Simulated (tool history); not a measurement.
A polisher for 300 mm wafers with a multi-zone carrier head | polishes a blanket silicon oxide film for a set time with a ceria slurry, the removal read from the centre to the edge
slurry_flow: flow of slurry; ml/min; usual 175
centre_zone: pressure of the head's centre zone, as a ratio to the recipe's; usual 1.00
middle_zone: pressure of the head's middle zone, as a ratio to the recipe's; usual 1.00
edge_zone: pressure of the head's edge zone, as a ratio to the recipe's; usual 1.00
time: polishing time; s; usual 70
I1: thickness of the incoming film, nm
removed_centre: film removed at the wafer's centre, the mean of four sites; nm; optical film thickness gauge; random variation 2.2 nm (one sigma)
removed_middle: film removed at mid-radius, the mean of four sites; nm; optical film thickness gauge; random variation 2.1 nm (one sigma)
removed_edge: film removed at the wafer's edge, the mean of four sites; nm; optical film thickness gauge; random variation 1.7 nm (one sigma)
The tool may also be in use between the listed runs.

Run 1, hour 0.0: usual settings but edge_zone 0.94; I1 1297.9. Result: removed_centre 259.8 nm, removed_middle 264.4 nm, removed_edge 255.1 nm.
Run 2, hour 48.9: usual settings; I1 1301.4. Result: removed_centre 258.8 nm, removed_middle 262.6 nm, removed_edge 260.3 nm.
Run 3, hour 203.7: usual settings; I1 1303.9. Result: removed_centre 247.9 nm, removed_middle 258.5 nm, removed_edge 255.6 nm.
Run 4, hour 256.7: usual settings; I1 1287.1. Result: removed_centre 247.0 nm, removed_middle 252.6 nm, removed_edge 256.0 nm.
Run 5, hour 285.5: usual settings but middle_zone 0.92, time 55 s; I1 1286.9. Result: removed_centre 191.6 nm, removed_middle 184.6 nm, removed_edge 199.1 nm.
At hour 308.6: worn pad replaced by a new one.
Run 6, hour 309.8: usual settings but time 89 s; I1 1282.4. Result: removed_centre 310.9 nm, removed_middle 320.8 nm, removed_edge 322.6 nm.
Run 7, hour 342.5: usual settings but slurry_flow 215 ml/min; I1 1291.1. Result: removed_centre 262.8 nm, removed_middle 266.2 nm, removed_edge 264.0 nm.
Run 8, hour 368.7: usual settings but centre_zone 0.93; I1 1286.8. Result: removed_centre 226.2 nm, removed_middle 248.8 nm, removed_edge 251.4 nm.
Run 9, hour 417.0: usual settings but centre_zone 0.90, middle_zone 1.11, edge_zone 1.09; I1 1316.6. Result: removed_centre 219.5 nm, removed_middle 273.0 nm, removed_edge 261.6 nm.
Run 10, hour 444.9: usual settings but slurry_flow 140 ml/min, centre_zone 1.04; I1 1292.1. Result: removed_centre 231.2 nm, removed_middle 232.5 nm, removed_edge 241.3 nm.
At hour 456.6: edge zone pressure recalibrated.
Run 11, hour 513.7: usual settings but edge_zone 0.89, time 88 s; I1 1301.4. Result: removed_centre 299.8 nm, removed_middle 310.3 nm, removed_edge 302.0 nm.
At hour 589.8: slurry nozzle cleaned.
At hour 603.9: worn pad replaced by a new one.
Run 12, hour 618.2: usual settings; I1 1293.0. Result: removed_centre 269.6 nm, removed_middle 273.4 nm, removed_edge 268.8 nm.
Run 13, hour 646.4: usual settings but edge_zone 1.11; I1 1319.6. Result: removed_centre 267.0 nm, removed_middle 271.2 nm, removed_edge 281.7 nm.
At hour 654.1: centre zone pressure recalibrated.
Run 14, hour 682.7: usual settings; I1 1283.0. Result: removed_centre 265.3 nm, removed_middle 271.5 nm, removed_edge 265.6 nm.
Run 15, hour 727.4: usual settings; I1 1305.4. Result: removed_centre 260.9 nm, removed_middle 267.3 nm, removed_edge 264.9 nm.
Run 16, hour 779.8: usual settings but slurry_flow 120 ml/min, middle_zone 0.90, edge_zone 0.95; I1 1307.8. Result: removed_centre 226.8 nm, removed_middle 218.9 nm, removed_edge 241.3 nm.
Run 17, hour 833.7: usual settings but middle_zone 0.88; I1 1313.5. Result: removed_centre 256.6 nm, removed_middle 234.3 nm, removed_edge 257.2 nm.
Run 18, hour 885.6: usual settings but centre_zone 1.07; I1 1299.8. Result: removed_centre 271.6 nm, removed_middle 257.8 nm, removed_edge 259.3 nm.
At hour 897.7: worn pad replaced by a new one.
Run 19, hour 915.0: usual settings but middle_zone 1.12; I1 1293.5. Result: removed_centre 252.3 nm, removed_middle 283.4 nm, removed_edge 259.3 nm.
At hour 937.7: carrier head's membrane replaced by a new one.
Run 20, hour 975.9: usual settings but slurry_flow 155 ml/min, centre_zone 0.91, middle_zone 1.06, edge_zone 1.11; I1 1303.6. Result: removed_centre 221.6 nm, removed_middle 260.8 nm, removed_edge 262.3 nm.
Run 21, hour 1002.1: usual settings; I1 1318.2. Result: removed_centre 248.5 nm, removed_middle 256.0 nm, removed_edge 255.7 nm.
At hour 1018.1: edge zone pressure recalibrated.
Run 22, hour 1051.1: usual settings but slurry_flow 210 ml/min; I1 1304.0. Result: removed_centre 253.9 nm, removed_middle 266.4 nm, removed_edge 264.0 nm.

Forecast each of these 4 alternatives for the next run:
Run A, hour 1051.5: usual settings; I1 1329.9. Result: removed_centre ?, removed_middle ?, removed_edge ?.
Run B, hour 1051.5: usual settings but middle_zone 0.95; I1 1329.9. Result: removed_centre ?, removed_middle ?, removed_edge ?.
Run C, hour 1051.5: usual settings but slurry_flow 125 ml/min, edge_zone 1.04; I1 1329.9. Result: removed_centre ?, removed_middle ?, removed_edge ?.
Run D, hour 1051.5: usual settings but slurry_flow 150 ml/min, centre_zone 1.10, edge_zone 1.09; I1 1329.9. Result: removed_centre ?, removed_middle ?, removed_edge ?.

run  removed_centre  removed_middle  removed_edge
  A           247.2           256.4         253.2
  B           247.2           245.5         253.4
  C           219.7           231.5         240.6
  D           259.2           245.6         255.6
Without the tool's hidden state the same runs would have given:
run  removed_centre  removed_middle  removed_edge
  A           272.0           278.8         268.8
  B           271.9           267.1         269.0
  C           251.6           260.3         260.4
  D           290.0           270.8         273.7
